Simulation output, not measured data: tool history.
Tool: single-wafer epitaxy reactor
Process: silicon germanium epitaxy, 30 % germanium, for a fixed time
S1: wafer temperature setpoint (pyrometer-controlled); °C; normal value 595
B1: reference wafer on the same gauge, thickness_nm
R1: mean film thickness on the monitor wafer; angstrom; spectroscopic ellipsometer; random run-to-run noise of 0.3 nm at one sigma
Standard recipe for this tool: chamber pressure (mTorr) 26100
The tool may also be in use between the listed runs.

run 1 hour=0 | S1=595 chamber_pressure_(mTorr)=26100 | B1=66.343 | R1=592.52
run 2 hour=33 | S1=595 chamber_pressure_(mTorr)=26100 | B1=66.183 | R1=598.55
run 3 hour=48.1 | S1=595 chamber_pressure_(mTorr)=26100 | B1=66.272 | R1=595.75
run 4 hour=72.2 | S1=606 chamber_pressure_(mTorr)=22100 | B1=66.296 | R1=712.34
run 5 hour=98.9 | S1=595 chamber_pressure_(mTorr)=26100 | B1=66.302 | R1=589.69
run 6 hour=134.6 | S1=595 chamber_pressure_(mTorr)=26100 | B1=66.392 | R1=597.95
run 7 hour=164.3 | S1=595 chamber_pressure_(mTorr)=26100 | B1=66.257 | R1=594.22
run 8 hour=194.5 | S1=586 chamber_pressure_(mTorr)=26100 | B1=66.273 | R1=494.62
run 9 hour=228.6 | S1=586 chamber_pressure_(mTorr)=26100 | B1=66.206 | R1=486.61
run 10 hour=261.1 | S1=595 chamber_pressure_(mTorr)=26100 | B1=66.315 | R1=594.12
run 11 hour=283.2 | S1=595 chamber_pressure_(mTorr)=26100 | B1=66.306 | R1=593.16
run 12 hour=295.7 | S1=595 chamber_pressure_(mTorr)=26100 | B1=66.236 | R1=591.28
run 13 hour=314.7 | S1=595 chamber_pressure_(mTorr)=26100 | B1=66.341 | R1=588.21
-- hour=335.6 capacitance manometer re-zeroed and calibrated
run 14 hour=346.4 | S1=595 chamber_pressure_(mTorr)=26100 | B1=66.316 | R1=594.04
run 15 hour=359 | S1=595 chamber_pressure_(mTorr)=26100 | B1=66.224 | R1=583.86
run 16 hour=454.1 | S1=602 chamber_pressure_(mTorr)=21000 | B1=66.21 | R1=637.01
run 17 hour=485.1 | S1=588 chamber_pressure_(mTorr)=20300 | B1=66.359 | R1=470.2

Run 18 comes next. What will it give?
run 18 hour=509.8 | S1=595 chamber_pressure_(mTorr)=26100 | B1=? | R1=?

Logged for run 18: B1 66.274, R1 591.21 angstrom.
With the hidden condition absent and the run-to-run variation left alone, this run would have shown R1 612.34 angstrom.
